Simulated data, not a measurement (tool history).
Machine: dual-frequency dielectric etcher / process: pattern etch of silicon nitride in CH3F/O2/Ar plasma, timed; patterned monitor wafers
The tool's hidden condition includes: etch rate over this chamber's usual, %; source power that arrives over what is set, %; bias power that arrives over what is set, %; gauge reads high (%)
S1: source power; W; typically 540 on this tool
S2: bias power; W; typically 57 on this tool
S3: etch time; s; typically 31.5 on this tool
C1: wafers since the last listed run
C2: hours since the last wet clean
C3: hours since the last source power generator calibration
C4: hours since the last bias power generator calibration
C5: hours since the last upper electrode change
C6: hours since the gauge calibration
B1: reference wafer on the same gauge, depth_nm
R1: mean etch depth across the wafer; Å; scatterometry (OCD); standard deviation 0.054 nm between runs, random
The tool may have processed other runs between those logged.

Run 1, day 0.000: usual settings; C1 0; C2 254.9; C3 3739.7; C4 2289.7; C5 3.9; C6 505.0; B1 21.80. Result: R1 247.3 Å.
Run 2, day 0.654: usual settings; C1 270; C2 270.6; C3 3755.4; C4 2305.4; C5 19.6; C6 520.7; B1 21.81. Result: R1 247.6 Å.
At day 1.462: bias power generator calibrated.
Run 3, day 2.554: usual settings; C1 716; C2 316.2; C3 3801.0; C4 26.2; C5 65.2; C6 566.3; B1 21.81. Result: R1 246.9 Å.
Run 4, day 3.538: usual settings but S2 61 W, S3 35.0 s; C1 406; C2 339.8; C3 3824.6; C4 49.8; C5 88.8; C6 589.9; B1 21.79. Result: R1 278.4 Å.
Run 5, day 4.242: usual settings but S1 610 W; C1 291; C2 356.7; C3 3841.5; C4 66.7; C5 105.7; C6 606.8; B1 21.79. Result: R1 255.5 Å.
At day 5.050: gauge calibrated.
Run 6, day 5.071: usual settings but S1 610 W; C1 342; C2 376.6; C3 3861.4; C4 86.6; C5 125.6; C6 0.5; B1 21.78. Result: R1 256.2 Å.
Run 7, day 5.967: usual settings but S2 48 W, S3 35.0 s; C1 370; C2 398.1; C3 3882.9; C4 108.1; C5 147.1; C6 22.0; B1 21.79. Result: R1 262.0 Å.
Run 8, day 6.467: usual settings but S1 410 W, S2 65 W, S3 41.0 s; C1 206; C2 410.1; C3 3894.9; C4 120.1; C5 159.1; C6 34.0; B1 21.80. Result: R1 301.4 Å.
Run 9, day 7.058: usual settings; C1 244; C2 424.3; C3 3909.1; C4 134.3; C5 173.3; C6 48.2; B1 21.78. Result: R1 245.0 Å.
At day 7.296: source power generator calibrated.
Run 10, day 8.208: usual settings but S1 600 W, S2 50 W, S3 25.0 s; C1 406; C2 451.9; C3 21.9; C4 161.9; C5 200.9; C6 75.8; B1 21.81. Result: R1 195.8 Å.
Run 11, day 9.142: usual settings but S1 470 W, S2 53 W, S3 23.5 s; C1 385; C2 474.3; C3 44.3; C4 184.3; C5 223.3; C6 98.2; B1 21.81. Result: R1 170.7 Å.
Run 12, day 10.121: usual settings but S1 400 W; C1 404; C2 497.8; C3 67.8; C4 207.8; C5 246.8; C6 121.7; B1 21.78. Result: R1 220.9 Å.
Run 13, day 10.862: usual settings; C1 306; C2 515.6; C3 85.6; C4 225.6; C5 264.6; C6 139.5; B1 21.81. Result: R1 244.9 Å.
Run 14, day 11.921: usual settings but S1 410 W, S2 66 W; C1 437; C2 541.0; C3 111.0; C4 251.0; C5 290.0; C6 164.9; B1 21.80. Result: R1 230.5 Å.
At day 13.538: wet clean of the chamber.
Run 15, day 13.558: usual settings but S3 26.5 s; C1 263; C2 0.5; C3 150.3; C4 290.3; C5 329.3; C6 204.2; B1 21.80. Result: R1 210.8 Å.
Run 16, day 14.150: usual settings but S1 400 W; C1 244; C2 14.7; C3 164.5; C4 304.5; C5 343.5; C6 218.4; B1 21.80. Result: R1 225.6 Å.
Run 17, day 15.346: usual settings; C1 494; C2 43.4; C3 193.2; C4 333.2; C5 372.2; C6 247.1; B1 21.82. Result: R1 249.7 Å.
Run 18, day 16.183: usual settings but S1 670 W, S3 27.0 s; C1 346; C2 63.5; C3 213.3; C4 353.3; C5 392.3; C6 267.2; B1 21.82. Result: R1 230.5 Å.
Run 19, day 17.308: usual settings but S1 650 W, S2 64 W, S3 28.0 s; C1 465; C2 90.5; C3 240.3; C4 380.3; C5 419.3; C6 294.2; B1 21.81. Result: R1 242.1 Å.
Run 20, day 17.942: usual settings but S1 680 W, S2 53 W, S3 40.0 s; C1 261; C2 105.7; C3 255.5; C4 395.5; C5 434.5; C6 309.4; B1 21.80. Result: R1 337.0 Å.
Run 21, day 18.933: usual settings but S1 590 W; C1 409; C2 129.5; C3 279.3; C4 419.3; C5 458.3; C6 333.2; B1 21.79. Result: R1 255.6 Å.
Run 22, day 19.950: usual settings but S3 35.0 s; C1 420; C2 153.9; C3 303.7; C4 443.7; C5 482.7; C6 357.6; B1 21.80. Result: R1 275.8 Å.
Run 23, day 21.029: usual settings; C1 446; C2 179.8; C3 329.6; C4 469.6; C5 508.6; C6 383.5; B1 21.80. Result: R1 247.1 Å.
Run 24, day 22.088: usual settings; C1 437; C2 205.2; C3 355.0; C4 495.0; C5 534.0; C6 408.9; B1 21.82. Result: R1 247.6 Å.
Run 25, day 23.471: usual settings; C1 571; C2 238.4; C3 388.2; C4 528.2; C5 567.2; C6 442.1; B1 21.79. Result: R1 246.5 Å.
Run 26, day 24.908: usual settings but S1 450 W, S2 65 W, S3 25.0 s; C1 594; C2 272.9; C3 422.7; C4 562.7; C5 601.7; C6 476.6; B1 21.80. Result: R1 190.7 Å.
Run 27, day 25.883: usual settings but S1 670 W, S2 44 W, S3 41.0 s; C1 403; C2 296.3; C3 446.1; C4 586.1; C5 625.1; C6 500.0; B1 21.81. Result: R1 326.4 Å.
Run 28, day 26.512: usual settings but S1 490 W, S2 68 W; C1 260; C2 311.4; C3 461.2; C4 601.2; C5 640.2; C6 515.1; B1 21.78. Result: R1 249.2 Å.
At day 26.529: gauge calibrated.
Run 29, day 27.383: usual settings but S1 670 W, S2 53 W, S3 28.5 s; C1 359; C2 332.3; C3 482.1; C4 622.1; C5 661.1; C6 20.5; B1 21.78. Result: R1 235.9 Å.

Alternative continuations, all from the tool just after run 29; predict every row:
Run A, day 27.400: usual settings but S2 67 W; C1 6; C2 332.7; C3 482.5; C4 622.5; C5 661.5; C6 20.9; B1 ?. Result: R1 ?.
Run B, day 27.400: usual settings but S2 67 W, S3 27.5 s; C1 6; C2 332.7; C3 482.5; C4 622.5; C5 661.5; C6 20.9; B1 ?. Result: R1 ?.
Run C, day 27.400: usual settings but S2 51 W, S3 35.5 s; C1 6; C2 332.7; C3 482.5; C4 622.5; C5 661.5; C6 20.9; B1 ?. Result: R1 ?.
Run D, day 27.400: usual settings but S1 480 W, S2 71 W, S3 36.5 s; C1 6; C2 332.7; C3 482.5; C4 622.5; C5 661.5; C6 20.9; B1 ?. Result: R1 ?.
Run E, day 27.400: usual settings but S1 470 W, S3 40.5 s; C1 6; C2 332.7; C3 482.5; C4 622.5; C5 661.5; C6 20.9; B1 ?. Result: R1 ?.

run     B1     R1
  A  21.81  256.7
  B  21.81  224.1
  C  21.81  270.6
  D  21.81  290.2
  E  21.81  302.2
Stripped of hidden state, with their random variation kept, the same runs would have yielded:
run     R1
  A  261.4
  B  228.2
  C  275.5
  D  295.5
  E  307.7

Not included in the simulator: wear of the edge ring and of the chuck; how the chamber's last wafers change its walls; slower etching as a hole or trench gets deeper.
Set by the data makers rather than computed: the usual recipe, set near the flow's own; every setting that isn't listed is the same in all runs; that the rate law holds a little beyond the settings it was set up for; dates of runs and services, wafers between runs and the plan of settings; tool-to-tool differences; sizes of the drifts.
